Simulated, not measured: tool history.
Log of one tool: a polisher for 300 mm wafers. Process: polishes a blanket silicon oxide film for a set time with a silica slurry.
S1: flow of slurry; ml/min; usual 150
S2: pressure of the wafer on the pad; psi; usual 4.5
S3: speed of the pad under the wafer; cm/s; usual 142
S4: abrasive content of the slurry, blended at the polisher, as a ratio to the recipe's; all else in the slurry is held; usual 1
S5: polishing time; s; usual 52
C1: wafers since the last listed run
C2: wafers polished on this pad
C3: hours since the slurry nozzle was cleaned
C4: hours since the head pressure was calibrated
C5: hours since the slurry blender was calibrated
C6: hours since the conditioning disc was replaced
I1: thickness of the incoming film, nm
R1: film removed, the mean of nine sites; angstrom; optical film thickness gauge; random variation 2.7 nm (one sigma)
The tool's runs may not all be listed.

run   hour   S1   S2   S3    S4  S5    C1    C2     C3      C4     C5     C6      I1    R1
  1      0  150  3.6  142     1  52     0   343     96   481.4  325.3   32.7  1609.1  1516
  2   37.6  150  3.6  142     1  52   287   630  133.6     519  362.9   70.3  1599.5  1529
  3   63.7  150  4.5  142     1  52   199   829  159.7   545.1    389   96.4  1635.3  1938
        96  -- slurry blender recalibrated
  4  247.9  150  4.5  142     1  52  1390  2220  343.9   729.3  151.9  280.6  1615.5  1832
  5  366.9  150  4.5  142     1  52   908  3128  462.9   848.3  270.9  399.6  1629.3  1792
  6  391.2  180    4  142  1.15  44   185  3314  487.2   872.6  295.2  423.9  1626.5  1530
     408.2  -- conditioning disc replaced and pad reconditioned
     429.2  -- worn pad replaced by a new one
  7  429.7  150  3.4  142     1  52   248     3  525.7   911.1  333.7   21.5  1598.7  1392
  8  462.5  150  4.5  182     1  40   250   254  558.5   943.9  366.5   54.3  1602.9  1720
  9  490.2  150  4.5  142     1  52   211   465  586.2   971.6  394.2     82  1607.7  1777
     519.2  -- slurry blender recalibrated
 10  557.5  150  4.5  142     1  52   498   964  653.5  1038.9   38.3  149.3  1637.6  1812
     599.2  -- slurry nozzle cleaned
 11  625.2  150  4.5  142     1  52   509  1473     26  1106.6    106    217  1606.5  1900
     630.2  -- head pressure recalibrated
 12  656.9  150  4.5  142     1  65   226  1700   57.7    26.7  137.7  248.7  1602.1  2385
 13  683.2  150  4.5  142  0.75  52   200  1901     84      53    164    275  1619.7  1605
 14  749.6  150  4.5  142     1  52   506  2407  150.4   119.4  230.4  341.4  1631.9  1837

Forecast run 15:
 15   806  125  4.9  142  0.8  59  430  2838  206.8  175.8  286.8  397.8  1616.7   ?

{"run 15": {"R1": 1932}}
Without the tool's hidden state the same run would have given R1 2088 angstrom.

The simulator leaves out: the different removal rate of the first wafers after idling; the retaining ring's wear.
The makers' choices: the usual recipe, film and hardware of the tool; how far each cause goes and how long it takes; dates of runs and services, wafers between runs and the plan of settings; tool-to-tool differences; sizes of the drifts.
